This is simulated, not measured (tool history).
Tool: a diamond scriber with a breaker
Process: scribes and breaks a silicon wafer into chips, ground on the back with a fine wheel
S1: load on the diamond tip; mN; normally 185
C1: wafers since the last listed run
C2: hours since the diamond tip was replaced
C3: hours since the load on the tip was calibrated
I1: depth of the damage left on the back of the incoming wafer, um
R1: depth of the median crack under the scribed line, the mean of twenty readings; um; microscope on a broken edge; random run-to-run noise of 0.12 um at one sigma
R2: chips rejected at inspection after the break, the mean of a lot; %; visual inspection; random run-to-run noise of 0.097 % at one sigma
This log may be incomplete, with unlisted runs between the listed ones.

run    hour   S1   C1     C2      C3    I1     R1     R2
  1     0.0  185    0  534.4     3.4  1.59   9.64   1.33
  2    96.5  185  228  630.9    99.9  2.29   9.59   1.77
      210.3  -- diamond tip replaced by a new one
  3   276.1  197  420   65.8   279.5  2.16   9.45   1.81
  4   318.9  197  101  108.6   322.3  1.96   9.45   1.50
  5   422.0  185  243  211.7   425.4  2.04   9.05   1.81
  6   528.0  185  250  317.7   531.4  2.83   9.04   3.19
  7   610.2  185  194  399.9   613.6  1.72   9.06   1.55
  8   666.9  209  134  456.6   670.3  2.65   9.85   2.60
  9   715.3  185  114  505.0   718.7  1.54   9.02   1.43
 10  1010.1  185  697  799.8  1013.5  2.27   8.85   2.23
 11  1104.9  199  224  894.6  1108.3  2.69   9.36   2.87
 12  1159.0  199  127  948.7  1162.4  2.43   9.07   2.32
     1187.8  -- diamond tip replaced by a new one
 13  1205.3  199  104   17.5  1208.7  2.83   9.27   2.73
 14  1289.1  152  198  101.3  1292.5  2.76   7.88   6.39
     1338.9  -- load on the tip recalibrated
 15  1377.8  233  205  190.0    38.9  1.76  10.69   2.59
 16  1477.9  185  236  290.1   139.0  1.89   9.27   1.47
 17  1579.3  144  239  391.5   240.4  2.77   7.94   6.44
 18  1665.5  204  203  477.7   326.6  2.06   9.75   1.54
 19  1762.5  151  229  574.7   423.6  2.73   7.89   6.24
 20  1842.9  207  190  655.1   504.0  2.93   9.59   2.92
 21  1898.3  150  131  710.5   559.4  1.60   7.92   3.54
 22  1940.1  222   98  752.3   601.2  2.82   9.80   2.55
     1965.7  -- diamond tip replaced by a new one
 23  1996.0  161  127   30.3   657.1  1.77   8.20   2.95
 24  2092.7  134  228  127.0   753.8  2.97   7.43  10.07
 25  2188.8  185  227  223.1   849.9  2.87   8.71   3.50
 26  2284.5  185  226  318.8   945.6  2.20   8.97   2.23
 27  2351.4  135  158  385.7  1012.5  2.36   7.54   8.17
 28  2514.8  143  386  549.1  1175.9  2.63   7.64   8.03

4 ways to go on from here, each from the tool as it stands after run 28. What would each give?
  A  2515.4  158   1  549.7  1176.5  2.14   ?   ?
  B  2515.4  232   1  549.7  1176.5  2.14   ?   ?
  C  2515.4  238   1  549.7  1176.5  2.14   ?   ?
  D  2515.4  162   1  549.7  1176.5  2.14   ?   ?

run     R1    R2
  A   8.06  4.72
  B  10.01  1.99
  C  10.16  2.14
  D   8.18  4.28
Take away the tool's hidden state, keep each run's random variation, and the runs would have read:
run     R1    R2
  A   8.66  2.79
  B  10.75  3.13
  C  10.91  3.49
  D   8.78  2.54

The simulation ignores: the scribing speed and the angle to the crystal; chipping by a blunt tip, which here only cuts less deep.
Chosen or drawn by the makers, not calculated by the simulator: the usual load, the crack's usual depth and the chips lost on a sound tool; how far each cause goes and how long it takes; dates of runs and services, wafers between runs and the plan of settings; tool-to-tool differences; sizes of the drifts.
